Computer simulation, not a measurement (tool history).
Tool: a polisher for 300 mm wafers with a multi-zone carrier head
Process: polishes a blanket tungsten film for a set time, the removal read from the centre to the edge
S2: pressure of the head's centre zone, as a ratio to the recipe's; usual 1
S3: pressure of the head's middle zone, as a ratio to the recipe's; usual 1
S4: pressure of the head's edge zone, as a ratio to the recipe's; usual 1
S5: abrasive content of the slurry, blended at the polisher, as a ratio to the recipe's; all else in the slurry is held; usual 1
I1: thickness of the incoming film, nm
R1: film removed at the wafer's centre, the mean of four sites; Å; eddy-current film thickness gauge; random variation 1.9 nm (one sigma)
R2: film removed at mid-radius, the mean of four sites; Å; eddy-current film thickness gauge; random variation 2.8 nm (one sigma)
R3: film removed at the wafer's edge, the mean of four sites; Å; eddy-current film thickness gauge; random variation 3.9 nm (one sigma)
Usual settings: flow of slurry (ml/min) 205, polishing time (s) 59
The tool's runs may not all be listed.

{"run": 1, "hour": 0.0, "flow of slurry (ml/min)": 205, "S2": 1, "S3": 1, "S4": 1, "S5": 1, "polishing time (s)": 59, "I1": 1433.3, "R1": 2871, "R2": 2923, "R3": 2868}
{"run": 2, "hour": 11.3, "flow of slurry (ml/min)": 205, "S2": 1, "S3": 1, "S4": 0.96, "S5": 1, "polishing time (s)": 59, "I1": 1449.4, "R1": 2843, "R2": 2931, "R3": 2862}
{"run": 3, "hour": 28.8, "flow of slurry (ml/min)": 205, "S2": 1, "S3": 1, "S4": 1, "S5": 1, "polishing time (s)": 45, "I1": 1450.8, "R1": 2161, "R2": 2211, "R3": 2234}
{"run": 4, "hour": 35.0, "flow of slurry (ml/min)": 205, "S2": 1.04, "S3": 1, "S4": 1, "S5": 1.25, "polishing time (s)": 59, "I1": 1477.5, "R1": 3130, "R2": 3103, "R3": 3102}
{"run": 5, "hour": 50.1, "flow of slurry (ml/min)": 205, "S2": 1.04, "S3": 1, "S4": 1, "S5": 1.25, "polishing time (s)": 59, "I1": 1442.6, "R1": 3139, "R2": 3091, "R3": 3141}
{"run": 6, "hour": 59.0, "flow of slurry (ml/min)": 205, "S2": 1.04, "S3": 1, "S4": 1, "S5": 1.25, "polishing time (s)": 59, "I1": 1463.8, "R1": 3102, "R2": 3088, "R3": 3069}
{"run": 7, "hour": 76.2, "flow of slurry (ml/min)": 205, "S2": 1, "S3": 1, "S4": 1, "S5": 1, "polishing time (s)": 59, "I1": 1443.2, "R1": 2837, "R2": 2902, "R3": 2902}
{"hour": 82.0, "done": "centre zone pressure recalibrated"}
{"run": 8, "hour": 86.9, "flow of slurry (ml/min)": 205, "S2": 1, "S3": 1, "S4": 1, "S5": 1, "polishing time (s)": 59, "I1": 1427.5, "R1": 2784, "R2": 2931, "R3": 2929}
{"hour": 99.4, "done": "carrier head's membrane replaced by a new one"}
{"run": 9, "hour": 100.3, "flow of slurry (ml/min)": 205, "S2": 1, "S3": 1, "S4": 1, "S5": 1, "polishing time (s)": 59, "I1": 1449.5, "R1": 2817, "R2": 2936, "R3": 2937}
{"hour": 111.5, "done": "edge zone pressure recalibrated"}
{"run": 10, "hour": 118.2, "flow of slurry (ml/min)": 205, "S2": 1, "S3": 1, "S4": 1, "S5": 1, "polishing time (s)": 59, "I1": 1429.8, "R1": 2796, "R2": 2937, "R3": 2923}
{"hour": 126.9, "done": "worn pad replaced by a new one"}
{"run": 11, "hour": 133.3, "flow of slurry (ml/min)": 205, "S2": 1, "S3": 1, "S4": 1, "S5": 1, "polishing time (s)": 59, "I1": 1454, "R1": 2825, "R2": 2900, "R3": 2868}
{"run": 12, "hour": 146.9, "flow of slurry (ml/min)": 205, "S2": 1.05, "S3": 1, "S4": 1, "S5": 1, "polishing time (s)": 71, "I1": 1446.9, "R1": 3614, "R2": 3481, "R3": 3525}
{"hour": 151.6, "done": "slurry nozzle cleaned"}
{"run": 13, "hour": 158.2, "flow of slurry (ml/min)": 140, "S2": 1, "S3": 1.08, "S4": 0.95, "S5": 1.15, "polishing time (s)": 59, "I1": 1427.9, "R1": 2756, "R2": 2995, "R3": 2824}
{"run": 14, "hour": 169.8, "flow of slurry (ml/min)": 235, "S2": 1, "S3": 1, "S4": 1, "S5": 1, "polishing time (s)": 50, "I1": 1469, "R1": 2448, "R2": 2551, "R3": 2473}
{"run": 15, "hour": 186.7, "flow of slurry (ml/min)": 205, "S2": 1, "S3": 1, "S4": 0.9, "S5": 1.25, "polishing time (s)": 59, "I1": 1443.5, "R1": 3005, "R2": 3072, "R3": 2903}
{"run": 16, "hour": 194.3, "flow of slurry (ml/min)": 205, "S2": 1, "S3": 1, "S4": 1, "S5": 1, "polishing time (s)": 59, "I1": 1441.1, "R1": 2849, "R2": 2938, "R3": 2911}
{"run": 17, "hour": 201.7, "flow of slurry (ml/min)": 250, "S2": 1, "S3": 1, "S4": 0.95, "S5": 1, "polishing time (s)": 59, "I1": 1437.5, "R1": 2911, "R2": 3002, "R3": 2886}
{"run": 18, "hour": 213.2, "flow of slurry (ml/min)": 150, "S2": 1, "S3": 1, "S4": 0.94, "S5": 1, "polishing time (s)": 59, "I1": 1444.7, "R1": 2663, "R2": 2761, "R3": 2720}
{"run": 19, "hour": 220.4, "flow of slurry (ml/min)": 205, "S2": 1.1, "S3": 1.09, "S4": 1, "S5": 1, "polishing time (s)": 59, "I1": 1454.9, "R1": 3133, "R2": 3123, "R3": 2867}
{"run": 20, "hour": 233.6, "flow of slurry (ml/min)": 140, "S2": 1.04, "S3": 1, "S4": 1, "S5": 1, "polishing time (s)": 59, "I1": 1451.1, "R1": 2707, "R2": 2752, "R3": 2757}
{"run": 21, "hour": 243.8, "flow of slurry (ml/min)": 205, "S2": 1.07, "S3": 1, "S4": 1, "S5": 1, "polishing time (s)": 67, "I1": 1433.8, "R1": 3408, "R2": 3289, "R3": 3286}
{"run": 22, "hour": 253.5, "flow of slurry (ml/min)": 225, "S2": 1.06, "S3": 1, "S4": 1, "S5": 1, "polishing time (s)": 59, "I1": 1463, "R1": 3060, "R2": 2999, "R3": 2950}
{"hour": 270.5, "done": "worn pad replaced by a new one"}
{"run": 23, "hour": 271.0, "flow of slurry (ml/min)": 205, "S2": 1, "S3": 1, "S4": 1, "S5": 1, "polishing time (s)": 40, "I1": 1450.6, "R1": 1907, "R2": 1995, "R3": 1949}

Forecast each of these 3 alternatives for the next run:
{"run": "A", "hour": 271.4, "flow of slurry (ml/min)": 205, "S2": 1, "S3": 1, "S4": 1, "S5": 1, "polishing time (s)": 59, "I1": 1463.6, "R1": "?", "R2": "?", "R3": "?"}
{"run": "B", "hour": 271.4, "flow of slurry (ml/min)": 270, "S2": 0.96, "S3": 1, "S4": 1.11, "S5": 1, "polishing time (s)": 59, "I1": 1463.6, "R1": "?", "R2": "?", "R3": "?"}
{"run": "C", "hour": 271.4, "flow of slurry (ml/min)": 230, "S2": 1, "S3": 1, "S4": 1, "S5": 0.7, "polishing time (s)": 59, "I1": 1463.6, "R1": "?", "R2": "?", "R3": "?"}

run=A R1=2827 R2=2897 R3=2890
run=B R1=2820 R2=3000 R3=3116
run=C R1=2612 R2=2672 R3=2655
Without the tool's hidden state the same runs would have given:
run=A R1=2827 R2=2897 R3=2890
run=B R1=2820 R2=3000 R3=3116
run=C R1=2612 R2=2672 R3=2655
